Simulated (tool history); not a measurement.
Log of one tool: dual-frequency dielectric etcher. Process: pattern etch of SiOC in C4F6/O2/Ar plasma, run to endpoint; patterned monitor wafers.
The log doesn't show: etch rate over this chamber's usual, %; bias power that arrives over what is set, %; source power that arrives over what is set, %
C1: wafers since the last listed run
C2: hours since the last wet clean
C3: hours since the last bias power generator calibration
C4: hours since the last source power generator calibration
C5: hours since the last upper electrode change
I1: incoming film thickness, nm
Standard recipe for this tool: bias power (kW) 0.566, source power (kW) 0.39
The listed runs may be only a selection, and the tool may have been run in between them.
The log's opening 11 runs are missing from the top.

Run 12, hour 644.4: usual settings; C1 933; C2 131.1; C3 1479.2; C4 4167.1; C5 3031.2; I1 27.57. Result: endpoint time (s) 9.2.
Run 13, hour 689.1: usual settings; C1 585; C2 175.8; C3 1523.9; C4 4211.8; C5 3075.9; I1 27.51. Result: endpoint time (s) 9.2.
Run 14, hour 889.2: usual settings; C1 2622; C2 375.9; C3 1724; C4 4411.9; C5 3276; I1 27.23. Result: endpoint time (s) 9.1.
Run 15, hour 926.2: usual settings; C1 485; C2 412.9; C3 1761; C4 4448.9; C5 3313; I1 27.39. Result: endpoint time (s) 9.2.
Run 16, hour 994.2: usual settings but bias power (kW) 0.647, source power (kW) 0.49; C1 891; C2 480.9; C3 1829; C4 4516.9; C5 3381; I1 27.74. Result: endpoint time (s) 8.5.
At hour 1063.9: wet clean of the chamber.
At hour 1082.5: bias power generator calibrated.
Run 17, hour 1155.5: usual settings but bias power (kW) 0.462, source power (kW) 0.43; C1 1747; C2 91.6; C3 73; C4 4678.2; C5 3542.3; I1 27.48. Result: endpoint time (s) 9.5.
At hour 1202.9: upper electrode replaced.
Run 18, hour 1203.4: usual settings; C1 313; C2 139.5; C3 120.9; C4 4726.1; C5 0.5; I1 27.33. Result: endpoint time (s) 9.
Run 19, hour 1251.3: usual settings but bias power (kW) 0.656, source power (kW) 0.3; C1 627; C2 187.4; C3 168.8; C4 4774; C5 48.4; I1 27.24. Result: endpoint time (s) 9.1.
Run 20, hour 1300.1: usual settings but bias power (kW) 0.686, source power (kW) 0.42; C1 639; C2 236.2; C3 217.6; C4 4822.8; C5 97.2; I1 27.22. Result: endpoint time (s) 8.4.
Run 21, hour 1340: usual settings but source power (kW) 0.45; C1 523; C2 276.1; C3 257.5; C4 4862.7; C5 137.1; I1 27.85. Result: endpoint time (s) 9.
Run 22, hour 1384: usual settings but bias power (kW) 0.5, source power (kW) 0.34; C1 576; C2 320.1; C3 301.5; C4 4906.7; C5 181.1; I1 27.28. Result: endpoint time (s) 9.8.
Run 23, hour 1423: usual settings; C1 511; C2 359.1; C3 340.5; C4 4945.7; C5 220.1; I1 27.27. Result: endpoint time (s) 9.1.
Run 24, hour 1449.9: usual settings; C1 352; C2 386; C3 367.4; C4 4972.6; C5 247; I1 27.34. Result: endpoint time (s) 9.2.
At hour 1459.3: source power generator calibrated.
Run 25, hour 1502.5: usual settings but bias power (kW) 0.692, source power (kW) 0.32; C1 637; C2 438.6; C3 420; C4 43.2; C5 299.6; I1 27.24. Result: endpoint time (s) 9.
Run 26, hour 1558.5: usual settings but bias power (kW) 0.477, source power (kW) 0.3; C1 734; C2 494.6; C3 476; C4 99.2; C5 355.6; I1 27.18. Result: endpoint time (s) 10.2.
At hour 1583.9: wet clean of the chamber.
Run 27, hour 1589.8: usual settings; C1 95; C2 5.9; C3 507.3; C4 130.5; C5 386.9; I1 27.42. Result: endpoint time (s) 9.1.
Run 28, hour 1741.4: usual settings but bias power (kW) 0.431, source power (kW) 0.29; C1 1987; C2 157.5; C3 658.9; C4 282.1; C5 538.5; I1 27.29. Result: endpoint time (s) 10.5.

Run 29 is up next; what results do you expect?
Run 29, hour 1783.7: usual settings but bias power (kW) 0.502, source power (kW) 0.32; C1 554; C2 199.8; C3 701.2; C4 324.4; C5 580.8; I1 27.53. Result: endpoint time (s) ?.

endpoint time (s): 10.1
Minus the tool's unlogged condition, the same run would have read endpoint time (s) 9.9.
